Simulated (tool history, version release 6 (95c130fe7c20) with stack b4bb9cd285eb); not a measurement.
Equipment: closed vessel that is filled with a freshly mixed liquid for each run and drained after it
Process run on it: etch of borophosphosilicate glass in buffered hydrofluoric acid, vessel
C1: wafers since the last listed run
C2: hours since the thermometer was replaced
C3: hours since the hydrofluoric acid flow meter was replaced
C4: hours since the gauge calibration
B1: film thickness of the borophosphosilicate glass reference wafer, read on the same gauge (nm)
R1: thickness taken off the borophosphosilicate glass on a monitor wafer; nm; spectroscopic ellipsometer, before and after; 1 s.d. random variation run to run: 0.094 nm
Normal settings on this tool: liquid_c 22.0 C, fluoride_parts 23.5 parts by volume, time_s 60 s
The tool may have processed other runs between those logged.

{"run": 1, "hour": 0.0, "liquid_c": 22.0, "fluoride_parts": 23.5, "time_s": 60, "C1": 0, "C2": 420.1, "C3": 889.4, "C4": 160.3, "B1": 140.01, "R1": 36.48}
{"run": 2, "hour": 13.6, "liquid_c": 22.0, "fluoride_parts": 23.5, "time_s": 60, "C1": 969, "C2": 433.7, "C3": 903.0, "C4": 173.9, "B1": 139.99, "R1": 36.54}
{"run": 3, "hour": 24.5, "liquid_c": 22.0, "fluoride_parts": 23.5, "time_s": 60, "C1": 776, "C2": 444.6, "C3": 913.9, "C4": 184.8, "B1": 140.01, "R1": 36.37}
{"run": 4, "hour": 38.1, "liquid_c": 22.0, "fluoride_parts": 23.5, "time_s": 60, "C1": 969, "C2": 458.2, "C3": 927.5, "C4": 198.4, "B1": 140.02, "R1": 36.47}
{"run": 5, "hour": 46.0, "liquid_c": 22.0, "fluoride_parts": 23.5, "time_s": 60, "C1": 562, "C2": 466.1, "C3": 935.4, "C4": 206.3, "B1": 140.03, "R1": 36.42}
{"hour": 55.0, "done": "gauge calibrated"}
{"run": 6, "hour": 57.1, "liquid_c": 22.0, "fluoride_parts": 23.5, "time_s": 60, "C1": 790, "C2": 477.2, "C3": 946.5, "C4": 2.1, "B1": 139.97, "R1": 36.3}
{"run": 7, "hour": 65.9, "liquid_c": 22.0, "fluoride_parts": 23.5, "time_s": 60, "C1": 627, "C2": 486.0, "C3": 955.3, "C4": 10.9, "B1": 139.99, "R1": 36.39}
{"run": 8, "hour": 73.7, "liquid_c": 22.0, "fluoride_parts": 23.5, "time_s": 60, "C1": 555, "C2": 493.8, "C3": 963.1, "C4": 18.7, "B1": 139.99, "R1": 36.41}
{"run": 9, "hour": 83.4, "liquid_c": 22.0, "fluoride_parts": 23.5, "time_s": 60, "C1": 691, "C2": 503.5, "C3": 972.8, "C4": 28.4, "B1": 139.97, "R1": 36.36}
{"hour": 88.9, "done": "thermometer replaced"}
{"run": 10, "hour": 94.1, "liquid_c": 22.0, "fluoride_parts": 28.0, "time_s": 60, "C1": 691, "C2": 5.2, "C3": 983.5, "C4": 39.1, "B1": 140.0, "R1": 30.74}
{"run": 11, "hour": 108.6, "liquid_c": 25.5, "fluoride_parts": 30.0, "time_s": 45, "C1": 1033, "C2": 19.7, "C3": 998.0, "C4": 53.6, "B1": 139.99, "R1": 26.23}
{"hour": 119.1, "done": "hydrofluoric acid flow meter replaced"}
{"run": 12, "hour": 120.8, "liquid_c": 18.0, "fluoride_parts": 23.5, "time_s": 60, "C1": 798, "C2": 31.9, "C3": 1.7, "C4": 65.8, "B1": 140.0, "R1": 30.34}
{"run": 13, "hour": 135.4, "liquid_c": 18.0, "fluoride_parts": 23.5, "time_s": 60, "C1": 1040, "C2": 46.5, "C3": 16.3, "C4": 80.4, "B1": 140.0, "R1": 30.23}
{"run": 14, "hour": 147.5, "liquid_c": 22.0, "fluoride_parts": 17.0, "time_s": 60, "C1": 862, "C2": 58.6, "C3": 28.4, "C4": 92.5, "B1": 139.99, "R1": 49.27}
{"run": 15, "hour": 154.8, "liquid_c": 20.0, "fluoride_parts": 19.5, "time_s": 30, "C1": 520, "C2": 65.9, "C3": 35.7, "C4": 99.8, "B1": 139.99, "R1": 19.27}
{"run": 16, "hour": 162.1, "liquid_c": 18.5, "fluoride_parts": 17.5, "time_s": 80, "C1": 520, "C2": 73.2, "C3": 43.0, "C4": 107.1, "B1": 140.03, "R1": 52.65}

For each entry between runs, how does the tool's hidden state at the last listed run before it compare with that at the first listed run after it?
Between runs 5 and 6: gauge calibrated (hour 55.0)
  liquid hotter than its thermometer reads (K): 0.63 -> 0.645; hydrofluoric acid flow below the setpoint (%): 10.4 -> 10.5
  measured value less the no-hidden-state value, R1: -1.53 -> -1.52 nm
Between runs 9 and 10: thermometer replaced (hour 88.9)
  liquid hotter than its thermometer reads (K): 0.68 -> 0.14; hydrofluoric acid flow below the setpoint (%): 10.7 -> 10.9
  measured value less the no-hidden-state value, R1: -1.53 -> -2.72 nm
Between runs 11 and 12: hydrofluoric acid flow meter replaced (hour 119.1)
  liquid hotter than its thermometer reads (K): 0.16 -> 0.176; hydrofluoric acid flow below the setpoint (%): 11 -> 1.88
  measured value less the no-hidden-state value, R1: -2.90 -> -0.09 nm

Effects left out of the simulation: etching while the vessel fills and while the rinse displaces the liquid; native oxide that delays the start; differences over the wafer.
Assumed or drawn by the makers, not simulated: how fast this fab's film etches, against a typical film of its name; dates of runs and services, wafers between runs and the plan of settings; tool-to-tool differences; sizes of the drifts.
